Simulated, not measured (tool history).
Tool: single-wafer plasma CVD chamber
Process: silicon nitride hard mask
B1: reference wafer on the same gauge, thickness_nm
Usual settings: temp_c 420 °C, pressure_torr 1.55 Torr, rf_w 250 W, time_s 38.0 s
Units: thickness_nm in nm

{"run": 1, "hour": 0.0, "temp_c": 420, "pressure_torr": 1.55, "rf_w": 235, "time_s": 32.7, "B1": 43.034, "thickness_nm": 30.827}
{"run": 2, "hour": 3.1, "temp_c": 420, "pressure_torr": 1.3, "rf_w": 250, "time_s": 43.8, "B1": 43.062, "thickness_nm": 42.276}
{"hour": 24.8, "done": "RF generator calibrated"}
{"run": 3, "hour": 25.3, "temp_c": 420, "pressure_torr": 1.3, "rf_w": 250, "time_s": 43.8, "B1": 43.043, "thickness_nm": 42.125}
{"run": 4, "hour": 27.9, "temp_c": 426, "pressure_torr": 1.55, "rf_w": 250, "time_s": 38.0, "B1": 42.948, "thickness_nm": 37.95}
{"run": 5, "hour": 37.3, "temp_c": 426, "pressure_torr": 1.55, "rf_w": 250, "time_s": 38.0, "B1": 43.083, "thickness_nm": 37.936}
{"hour": 53.8, "done": "showerhead replaced"}
{"run": 6, "hour": 55.1, "temp_c": 420, "pressure_torr": 1.55, "rf_w": 250, "time_s": 38.0, "B1": 43.01, "thickness_nm": 37.946}
{"run": 7, "hour": 68.7, "temp_c": 420, "pressure_torr": 1.55, "rf_w": 250, "time_s": 38.0, "B1": 42.978, "thickness_nm": 38.025}
{"run": 8, "hour": 75.2, "temp_c": 420, "pressure_torr": 1.55, "rf_w": 250, "time_s": 38.0, "B1": 43.025, "thickness_nm": 38.041}
{"run": 9, "hour": 128.3, "temp_c": 420, "pressure_torr": 1.55, "rf_w": 250, "time_s": 43.8, "B1": 42.986, "thickness_nm": 43.95}
{"run": 10, "hour": 141.7, "temp_c": 411, "pressure_torr": 1.55, "rf_w": 250, "time_s": 38.0, "B1": 43.002, "thickness_nm": 38.171}
{"run": 11, "hour": 149.2, "temp_c": 409, "pressure_torr": 1.66, "rf_w": 275, "time_s": 38.0, "B1": 42.925, "thickness_nm": 42.201}
{"run": 12, "hour": 155.5, "temp_c": 420, "pressure_torr": 1.86, "rf_w": 250, "time_s": 38.0, "B1": 42.988, "thickness_nm": 39.35}
{"run": 13, "hour": 164.0, "temp_c": 426, "pressure_torr": 1.55, "rf_w": 250, "time_s": 38.0, "B1": 43.019, "thickness_nm": 38.072}
{"run": 14, "hour": 181.8, "temp_c": 420, "pressure_torr": 1.55, "rf_w": 250, "time_s": 30.5, "B1": 42.992, "thickness_nm": 30.318}
{"run": 15, "hour": 188.4, "temp_c": 420, "pressure_torr": 1.33, "rf_w": 250, "time_s": 44.6, "B1": 43.028, "thickness_nm": 43.293}
{"run": 16, "hour": 195.2, "temp_c": 420, "pressure_torr": 1.55, "rf_w": 250, "time_s": 38.0, "B1": 42.998, "thickness_nm": 37.961}
{"run": 17, "hour": 210.2, "temp_c": 414, "pressure_torr": 1.7, "rf_w": 270, "time_s": 38.0, "B1": 42.964, "thickness_nm": 41.473}
{"run": 18, "hour": 250.1, "temp_c": 420, "pressure_torr": 1.55, "rf_w": 250, "time_s": 38.0, "B1": 42.946, "thickness_nm": 37.834}
{"hour": 258.8, "done": "gauge calibrated"}
{"run": 19, "hour": 264.1, "temp_c": 420, "pressure_torr": 1.8, "rf_w": 210, "time_s": 38.0, "B1": 43.044, "thickness_nm": 32.496}
{"run": 20, "hour": 278.2, "temp_c": 432, "pressure_torr": 1.17, "rf_w": 270, "time_s": 38.0, "B1": 42.967, "thickness_nm": 38.657}
{"run": 21, "hour": 295.0, "temp_c": 420, "pressure_torr": 1.55, "rf_w": 225, "time_s": 38.0, "B1": 43.019, "thickness_nm": 34.158}
{"run": 22, "hour": 304.8, "temp_c": 424, "pressure_torr": 1.17, "rf_w": 225, "time_s": 43.0, "B1": 42.971, "thickness_nm": 36.61}
{"run": 23, "hour": 313.9, "temp_c": 420, "pressure_torr": 1.55, "rf_w": 285, "time_s": 45.4, "B1": 42.979, "thickness_nm": 51.005}
{"run": 24, "hour": 329.7, "temp_c": 420, "pressure_torr": 1.88, "rf_w": 250, "time_s": 38.0, "B1": 42.973, "thickness_nm": 39.354}
{"run": 25, "hour": 337.0, "temp_c": 420, "pressure_torr": 1.55, "rf_w": 250, "time_s": 38.0, "B1": 42.991, "thickness_nm": 38.087}
{"run": 26, "hour": 347.0, "temp_c": 420, "pressure_torr": 1.55, "rf_w": 250, "time_s": 38.0, "B1": 42.987, "thickness_nm": 38.05}
{"run": 27, "hour": 353.9, "temp_c": 420, "pressure_torr": 1.55, "rf_w": 250, "time_s": 32.7, "B1": 42.928, "thickness_nm": 32.685}
{"run": 28, "hour": 368.6, "temp_c": 420, "pressure_torr": 1.55, "rf_w": 215, "time_s": 38.0, "B1": 43.012, "thickness_nm": 32.494}
{"run": 29, "hour": 377.0, "temp_c": 420, "pressure_torr": 1.36, "rf_w": 250, "time_s": 38.0, "B1": 42.925, "thickness_nm": 37.138}

Forecast each of these 4 alternatives for the next run:
{"run": "A", "hour": 377.4, "temp_c": 420, "pressure_torr": 1.55, "rf_w": 235, "time_s": 38.0, "B1": "?", "thickness_nm": "?"}
{"run": "B", "hour": 377.4, "temp_c": 420, "pressure_torr": 1.74, "rf_w": 230, "time_s": 40.7, "B1": "?", "thickness_nm": "?"}
{"run": "C", "hour": 377.4, "temp_c": 425, "pressure_torr": 1.55, "rf_w": 250, "time_s": 41.0, "B1": "?", "thickness_nm": "?"}
{"run": "D", "hour": 377.4, "temp_c": 420, "pressure_torr": 1.55, "rf_w": 300, "time_s": 34.0, "B1": "?", "thickness_nm": "?"}

run=A B1=42.998 thickness_nm=35.869
run=B B1=42.998 thickness_nm=38.415
run=C B1=42.998 thickness_nm=41.045
run=D B1=42.998 thickness_nm=40.274
Without the tool's hidden state the same runs would have given:
run=A thickness_nm=35.869
run=B thickness_nm=38.415
run=C thickness_nm=41.045
run=D thickness_nm=40.274
